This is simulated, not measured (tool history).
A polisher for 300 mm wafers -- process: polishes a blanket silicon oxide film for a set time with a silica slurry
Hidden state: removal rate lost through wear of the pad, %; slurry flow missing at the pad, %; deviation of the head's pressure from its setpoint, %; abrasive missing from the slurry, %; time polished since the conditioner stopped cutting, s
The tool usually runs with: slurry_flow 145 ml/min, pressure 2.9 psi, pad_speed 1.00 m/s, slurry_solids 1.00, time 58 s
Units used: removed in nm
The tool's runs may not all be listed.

run     day  slurry_flow  pressure  pad_speed  slurry_solids  time  wafers since the last listed run  wafers polished on this pad  hours since the slurry nozzle was cleaned  hours since the head pressure was calibrated  hours since the slurry blender was calibrated  hours since the conditioning disc was replaced  incoming thickness of the incoming film, nm  removed
  1   0.000          165       2.9       1.00           1.00    58                                 0                          777                                      141.3                                         447.5                                          220.3                                           234.6                                        745.4     94.3
      0.417  -- conditioning disc replaced and pad reconditioned
  2   0.717          145       2.1       1.00           1.00    58                               195                          972                                      158.5                                         464.7                                          237.5                                             7.2                                        737.1     78.5
  3   1.312          145       2.1       1.00           1.00    58                               183                         1156                                      172.8                                         479.0                                          251.8                                            21.5                                        748.4     77.2
      2.650  -- slurry blender recalibrated
      3.183  -- worn pad replaced by a new one
  4   5.783          145       2.1       1.00           1.00    58                              1303                          802                                      280.1                                         586.3                                           75.2                                           128.8                                        751.1     73.7
  5   6.388          145       2.9       1.00           1.00    58                               186                          989                                      294.6                                         600.8                                           89.7                                           143.3                                        744.1     95.6
  6   7.825          145       2.9       1.00           1.00    58                               443                         1432                                      329.1                                         635.3                                          124.2                                           177.8                                        748.7     95.2
  7   8.504          145       2.9       1.00           1.00    58                               209                         1642                                      345.4                                         651.6                                          140.5                                           194.1                                        740.5     94.1
      8.675  -- worn pad replaced by a new one
  8   9.500          145       2.9       1.00           1.00    58                               256                          254                                      369.3                                         675.5                                          164.4                                           218.0                                        760.8     91.3
     10.679  -- conditioning disc replaced and pad reconditioned
  9  10.700          145       2.9       0.72           1.00    58                               344                          599                                      398.1                                         704.3                                          193.2                                             0.5                                        752.1     82.0
 10  12.112          145       2.9       1.00           1.00    73                               436                         1035                                      432.0                                         738.2                                          227.1                                            34.4                                        748.3    126.7
     12.254  -- slurry nozzle cleaned
 11  13.025          145       2.9       1.00           1.00    58                               268                         1304                                       18.5                                         760.1                                          249.0                                            56.3                                        760.6     98.1
 12  13.575          145       2.9       1.00           1.00    58                               169                         1474                                       31.7                                         773.3                                          262.2                                            69.5                                        753.1     99.1
     14.071  -- worn pad replaced by a new one
 13  14.117          110       2.9       1.00           1.00    48                               115                           14                                       44.7                                         786.3                                          275.2                                            82.5                                        743.6     75.3
 14  15.121          190       2.9       1.00           1.00    41                               310                          324                                       68.8                                         810.4                                          299.3                                           106.6                                        760.9     70.4
     15.625  -- head pressure recalibrated
     15.854  -- slurry blender recalibrated
 15  16.554           95       2.9       1.00           1.00    58                               391                          715                                      103.2                                          22.3                                           16.8                                           141.0                                        761.8     84.3
 16  17.654          145       2.9       1.00           1.00    58                               339                         1055                                      129.6                                          48.7                                           43.2                                           167.4                                        743.3     94.4
 17  18.446          145       2.9       1.00           1.00    53                               244                         1299                                      148.6                                          67.7                                           62.2                                           186.4                                        763.5     86.6
     19.267  -- worn pad replaced by a new one
 18  19.296          145       2.1       1.00           1.00    58                               210                            9                                      169.0                                          88.1                                           82.6                                           206.8                                        755.5     71.3
 19  20.004          145       2.9       1.00           1.00    58                               218                          227                                      186.0                                         105.1                                           99.6                                           223.8                                        752.7     93.8
 20  21.225          145       3.3       0.88           1.20    51                               376                          604                                      215.3                                         134.4                                          128.9                                           253.1                                        746.3     90.8
 21  21.750          145       2.9       0.68           1.00    58                               162                          766                                      227.9                                         147.0                                          141.5                                           265.7                                        755.0     71.8
     22.171  -- conditioning disc replaced and pad reconditioned
     24.954  -- worn pad replaced by a new one
 22  26.079          145       2.9       0.68           1.00    58                              1259                          347                                      331.8                                         250.9                                          245.4                                            93.8                                        755.2     75.0
 23  26.712          145       2.2       1.00           1.25    58                               195                          542                                      347.0                                         266.1                                          260.6                                           109.0                                        748.2     82.3
 24  27.454          145       3.6       1.00           1.00    58                               228                          771                                      364.8                                         283.9                                          278.4                                           126.8                                        744.8    119.5

List, for all runs, the conditions of the tool that the log does not record:
removal rate lost through wear of the pad, %: 0 across all the runs
slurry flow missing at the pad, %: 0 across all the runs
deviation of the head's pressure from its setpoint, %: 0 across all the runs
abrasive missing from the slurry, %: 0 across all the runs
H1: time polished since the conditioner stopped cutting, s
run    H1
  1   272
  2  67.9
  3   107
  4   256
  5   265
  6   281
  7   287
  8   293
  9  39.1
 10   128
 11   169
 12   189
 13   206
 14   231
 15   256
 16   269
 17   276
 18   282
 19   286
 20   291
 21   293
 22   188
 23   202
 24   216
